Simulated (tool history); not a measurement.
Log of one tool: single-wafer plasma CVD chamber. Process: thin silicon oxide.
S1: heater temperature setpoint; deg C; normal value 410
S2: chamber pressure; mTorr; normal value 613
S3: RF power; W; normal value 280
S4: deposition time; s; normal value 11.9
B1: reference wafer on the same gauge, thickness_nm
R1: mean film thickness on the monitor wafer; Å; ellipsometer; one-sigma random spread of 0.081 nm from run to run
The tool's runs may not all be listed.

run,hour,S1,S2,S3,S4,B1,R1
1,0,410,613,280,11.9,16.895,151.61
2,91.6,410,613,280,11.9,16.879,151.56
3,170.8,410,613,280,11.9,16.916,149.46
4,239.5,410,492,280,11.9,16.908,120.18
5,279.2,410,551,335,11.9,16.861,142.28
6,336.5,410,560,315,11.9,16.881,142.3
7,403.4,410,613,280,11.9,16.85,149.41
8,456.8,421,613,320,13.5,16.847,174.01
9,531.6,410,726,280,11.9,16.899,176.42
10,614.6,410,471,280,11.9,16.863,113.86
11,667.1,407,613,280,11.9,16.922,149.01
12,721.8,410,512,280,11.9,16.896,123.46
13,766,410,613,280,13.1,16.849,162.07
14,860.8,400,522,280,11.9,16.903,125.57
# hour 912.9: RF generator calibrated
15,947.7,410,652,280,11.9,16.903,156.11
16,1004.6,397,613,280,11.9,16.907,147.49
17,1044.5,398,613,280,14,16.911,174.31
# hour 1105.8: capacitance manometer re-zeroed and calibrated
18,1146.6,410,687,240,14.1,16.901,195.96
# hour 1186.1: gauge calibrated
19,1223.3,410,613,280,11.9,16.886,154.35
20,1312.5,410,492,280,11.9,16.928,122.85
21,1379.4,410,468,280,11.9,16.912,117.92
22,1458.1,410,613,280,11.9,16.91,154.76
23,1548.4,419,613,280,11.9,16.883,153.62
24,1601.7,424,703,250,13.8,16.887,196.54
# hour 1626.9: thermocouple changed; heater temperature recalibrated
25,1705.2,410,613,280,11.9,16.914,154.08
26,1801.1,410,674,280,11.9,16.9,168.49
27,1878.1,410,613,280,11.9,16.905,153.43
28,1951.9,410,529,280,11.9,16.896,132.87

Branching from run 28: 5 alternative next runs. What would each branch give?
A,1952.3,410,613,280,11.9,?,?
B,1952.3,421,613,280,10.9,?,?
C,1952.3,410,665,280,13.6,?,?
D,1952.3,410,508,280,11.9,?,?
E,1952.3,410,613,225,11.9,?,?

run,B1,R1
A,16.881,155.45
B,16.881,141.4
C,16.881,192.7
D,16.881,128.44
E,16.881,146.06
With no hidden state in the tool, these same runs would have given:
run,R1
A,155.3
B,141.26
C,192.51
D,128.31
E,145.92

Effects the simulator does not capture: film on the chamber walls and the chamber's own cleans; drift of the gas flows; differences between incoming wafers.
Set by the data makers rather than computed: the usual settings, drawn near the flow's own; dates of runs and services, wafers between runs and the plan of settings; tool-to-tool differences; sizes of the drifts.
